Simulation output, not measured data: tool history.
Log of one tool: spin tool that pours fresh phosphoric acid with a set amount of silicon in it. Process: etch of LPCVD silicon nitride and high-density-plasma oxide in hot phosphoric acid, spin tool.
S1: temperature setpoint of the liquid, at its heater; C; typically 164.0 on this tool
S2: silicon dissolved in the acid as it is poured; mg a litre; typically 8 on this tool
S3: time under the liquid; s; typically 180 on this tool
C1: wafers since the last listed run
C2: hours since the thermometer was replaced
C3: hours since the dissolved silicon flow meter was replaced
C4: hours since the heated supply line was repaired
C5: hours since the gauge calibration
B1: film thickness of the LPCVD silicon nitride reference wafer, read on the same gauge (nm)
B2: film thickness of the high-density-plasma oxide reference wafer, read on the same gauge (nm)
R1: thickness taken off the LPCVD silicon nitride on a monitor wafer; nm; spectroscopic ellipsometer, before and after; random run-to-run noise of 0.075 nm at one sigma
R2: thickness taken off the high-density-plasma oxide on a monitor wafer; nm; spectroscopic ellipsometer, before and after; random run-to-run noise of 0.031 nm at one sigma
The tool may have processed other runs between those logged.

Run 1, day 0.000: usual settings but S2 10 mg a litre; C1 0; C2 1362.0; C3 2170.4; C4 3684.0; C5 273.8; B1 59.94; B2 119.999. Result: R1 15.83 nm, R2 0.319 nm.
At day 0.200: gauge calibrated.
Run 2, day 0.646: usual settings but S1 163.0 C, S2 11 mg a litre; C1 109; C2 1377.5; C3 2185.9; C4 3699.5; C5 10.7; B1 60.03; B2 120.018. Result: R1 15.23 nm, R2 0.306 nm.
Run 3, day 1.217: usual settings but S1 163.0 C, S2 11 mg a litre; C1 96; C2 1391.2; C3 2199.6; C4 3713.2; C5 24.4; B1 60.04; B2 119.982. Result: R1 15.16 nm, R2 0.297 nm.
Run 4, day 1.596: usual settings but S1 163.0 C, S2 11 mg a litre; C1 64; C2 1400.3; C3 2208.7; C4 3722.3; C5 33.5; B1 60.04; B2 119.977. Result: R1 15.21 nm, R2 0.314 nm.
Run 5, day 2.271: usual settings but S1 162.0 C, S3 285 s; C1 114; C2 1416.5; C3 2224.9; C4 3738.5; C5 49.7; B1 60.03; B2 119.995. Result: R1 23.28 nm, R2 0.460 nm.
Run 6, day 2.958: usual settings but S1 162.5 C, S2 2 mg a litre; C1 116; C2 1433.0; C3 2241.4; C4 3755.0; C5 66.2; B1 60.01; B2 119.946. Result: R1 14.96 nm, R2 0.324 nm.
Run 7, day 3.383: usual settings; C1 71; C2 1443.2; C3 2251.6; C4 3765.2; C5 76.4; B1 60.01; B2 120.004. Result: R1 15.69 nm, R2 0.320 nm.
Run 8, day 3.833: usual settings but S1 166.0 C, S3 95 s; C1 76; C2 1454.0; C3 2262.4; C4 3776.0; C5 87.2; B1 59.97; B2 120.019. Result: R1 8.83 nm, R2 0.203 nm.
Run 9, day 4.167: usual settings but S2 4 mg a litre, S3 100 s; C1 56; C2 1462.0; C3 2270.4; C4 3784.0; C5 95.2; B1 60.02; B2 120.005. Result: R1 8.73 nm, R2 0.209 nm.
Run 10, day 4.571: usual settings but S1 165.0 C, S3 255 s; C1 68; C2 1471.7; C3 2280.1; C4 3793.7; C5 104.9; B1 59.96; B2 120.009. Result: R1 23.11 nm, R2 0.500 nm.
Run 11, day 4.933: usual settings but S1 161.0 C, S3 265 s; C1 61; C2 1480.4; C3 2288.8; C4 3802.4; C5 113.6; B1 59.98; B2 119.999. Result: R1 20.71 nm, R2 0.361 nm.
At day 4.979: dissolved silicon flow meter replaced.
Run 12, day 5.675: usual settings but S1 162.5 C, S2 3 mg a litre, S3 225 s; C1 118; C2 1498.2; C3 16.7; C4 3820.2; C5 131.4; B1 59.99; B2 119.971. Result: R1 18.66 nm, R2 0.387 nm.
At day 5.942: thermometer replaced.
Run 13, day 6.000: usual settings but S3 240 s; C1 47; C2 1.4; C3 24.5; C4 3828.0; C5 139.2; B1 60.06; B2 120.020. Result: R1 20.94 nm, R2 0.405 nm.
At day 6.075: heated supply line repaired.
Run 14, day 7.446: usual settings but S1 161.5 C, S2 13 mg a litre, S3 250 s; C1 237; C2 36.1; C3 59.2; C4 32.9; C5 173.9; B1 60.00; B2 120.026. Result: R1 23.23 nm, R2 0.427 nm.

Expected results for the next run?
Run 15, day 8.004: usual settings; C1 94; C2 49.5; C3 72.6; C4 46.3; C5 187.3; B1 ?; B2 ?. Result: R1 ?, R2 ?.

{"run 15": {"B1": 60.0, "B2": 119.96, "R1": 18.14, "R2": 0.467}}
Minus the tool's unlogged condition, the same run would have read R1 18.27 nm, R2 0.475 nm.
